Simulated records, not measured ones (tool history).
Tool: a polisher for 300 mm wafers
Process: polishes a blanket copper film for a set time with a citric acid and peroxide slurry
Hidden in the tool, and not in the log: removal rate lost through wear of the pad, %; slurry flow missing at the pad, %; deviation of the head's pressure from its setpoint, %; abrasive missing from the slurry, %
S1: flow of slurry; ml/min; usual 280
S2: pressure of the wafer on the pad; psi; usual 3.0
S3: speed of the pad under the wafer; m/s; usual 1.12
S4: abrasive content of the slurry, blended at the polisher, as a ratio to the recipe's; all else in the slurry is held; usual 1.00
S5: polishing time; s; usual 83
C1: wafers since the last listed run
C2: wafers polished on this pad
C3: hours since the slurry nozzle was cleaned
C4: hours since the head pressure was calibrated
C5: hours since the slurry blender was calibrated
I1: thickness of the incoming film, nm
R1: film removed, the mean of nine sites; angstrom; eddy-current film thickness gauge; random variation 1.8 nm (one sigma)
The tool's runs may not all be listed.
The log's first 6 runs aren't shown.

| run | hour | S1 | S2 | S3 | S4 | S5 | C1 | C2 | C3 | C4 | C5 | I1 | R1 |
|---|---|---|---|---|---|---|---|---|---|---|---|---|---|
| 7 | 68.5 | 280 | 3.4 | 1.12 | 1.00 | 83 | 124 | 317 | 572.4 | 452.3 | 154.6 | 924.3 | 1901 |
| 8 | 83.1 | 280 | 3.4 | 1.12 | 1.00 | 83 | 114 | 431 | 587.0 | 466.9 | 169.2 | 921.9 | 1900 |
| 9 | 91.8 | 280 | 3.0 | 1.12 | 1.00 | 83 | 68 | 499 | 595.7 | 475.6 | 177.9 | 909.9 | 1632 |
| 10 | 105.9 | 280 | 3.0 | 1.12 | 1.00 | 70 | 110 | 609 | 609.8 | 489.7 | 192.0 | 904.0 | 1372 |
| 11 | 114.3 | 280 | 3.0 | 1.12 | 1.00 | 70 | 65 | 675 | 618.2 | 498.1 | 200.4 | 911.5 | 1318 |
|  | 128.5 | slurry blender recalibrated |
| 12 | 129.0 | 280 | 3.0 | 1.34 | 1.00 | 83 | 99 | 774 | 632.9 | 512.8 | 0.5 | 916.3 | 1825 |
| 13 | 144.2 | 280 | 3.4 | 0.98 | 1.00 | 83 | 118 | 893 | 648.1 | 528.0 | 15.7 | 903.3 | 1540 |
|  | 157.4 | worn pad replaced by a new one |
| 14 | 157.9 | 280 | 3.0 | 1.12 | 0.90 | 83 | 75 | 3 | 661.8 | 541.7 | 29.4 | 923.7 | 1674 |
| 15 | 171.1 | 280 | 3.0 | 1.42 | 0.85 | 104 | 103 | 107 | 675.0 | 554.9 | 42.6 | 908.0 | 2524 |
| 16 | 182.3 | 280 | 3.0 | 1.12 | 1.00 | 102 | 87 | 194 | 686.2 | 566.1 | 53.8 | 907.6 | 2103 |
|  | 195.6 | slurry nozzle cleaned |
| 17 | 224.1 | 280 | 3.0 | 1.02 | 1.00 | 83 | 319 | 513 | 28.5 | 607.9 | 95.6 | 910.2 | 1525 |
| 18 | 233.7 | 280 | 3.0 | 1.12 | 1.00 | 83 | 75 | 588 | 38.1 | 617.5 | 105.2 | 898.9 | 1623 |
| 19 | 247.0 | 280 | 3.4 | 1.12 | 1.00 | 83 | 104 | 693 | 51.4 | 630.8 | 118.5 | 929.0 | 1758 |
|  | 253.2 | head pressure recalibrated |
|  | 258.4 | worn pad replaced by a new one |
| 20 | 263.5 | 280 | 3.0 | 1.12 | 1.00 | 83 | 82 | 39 | 67.9 | 10.3 | 135.0 | 912.6 | 1694 |
| 21 | 280.3 | 280 | 3.0 | 1.36 | 0.75 | 83 | 131 | 171 | 84.7 | 27.1 | 151.8 | 907.1 | 1789 |
| 22 | 294.9 | 280 | 3.0 | 0.94 | 1.10 | 59 | 114 | 285 | 99.3 | 41.7 | 166.4 | 899.7 | 1058 |
| 23 | 310.9 | 280 | 3.0 | 1.12 | 1.00 | 83 | 125 | 410 | 115.3 | 57.7 | 182.4 | 921.9 | 1645 |
| 24 | 325.8 | 370 | 3.0 | 1.38 | 1.00 | 104 | 116 | 527 | 130.2 | 72.6 | 197.3 | 910.5 | 2466 |
| 25 | 337.1 | 245 | 2.1 | 1.12 | 1.20 | 103 | 88 | 615 | 141.5 | 83.9 | 208.6 | 925.3 | 1442 |
|  | 376.8 | slurry blender recalibrated |
|  | 385.5 | worn pad replaced by a new one |
| 26 | 386.0 | 310 | 3.0 | 1.12 | 1.00 | 83 | 335 | 4 | 190.4 | 132.8 | 9.2 | 897.7 | 1759 |
| 27 | 394.2 | 280 | 3.0 | 1.12 | 1.00 | 83 | 64 | 68 | 198.6 | 141.0 | 17.4 | 919.0 | 1679 |
| 28 | 401.3 | 375 | 2.7 | 1.52 | 1.20 | 83 | 55 | 123 | 205.7 | 148.1 | 24.5 | 900.9 | 2225 |
| 29 | 416.6 | 280 | 3.0 | 1.12 | 1.00 | 83 | 119 | 243 | 221.0 | 163.4 | 39.8 | 914.2 | 1708 |
| 30 | 426.6 | 360 | 3.6 | 1.12 | 1.20 | 92 | 78 | 321 | 231.0 | 173.4 | 49.8 | 910.8 | 2445 |
| 31 | 433.8 | 280 | 2.1 | 1.00 | 1.00 | 83 | 56 | 378 | 238.2 | 180.6 | 57.0 | 892.6 | 1083 |

Forecast each of these 3 alternatives for the next run:
| A | 434.2 | 320 | 3.0 | 1.12 | 1.00 | 83 | 3 | 381 | 238.6 | 181.0 | 57.4 | 919.7 | ? |
| B | 434.2 | 345 | 2.0 | 1.12 | 1.00 | 83 | 3 | 381 | 238.6 | 181.0 | 57.4 | 919.7 | ? |
| C | 434.2 | 195 | 2.5 | 1.12 | 1.00 | 83 | 3 | 381 | 238.6 | 181.0 | 57.4 | 919.7 | ? |

| run | R1 |
|---|---|
| A | 1697 |
| B | 1150 |
| C | 1344 |
Without the tool's hidden state the same runs would have given:
| run | R1 |
|---|---|
| A | 1758 |
| B | 1192 |
| C | 1393 |
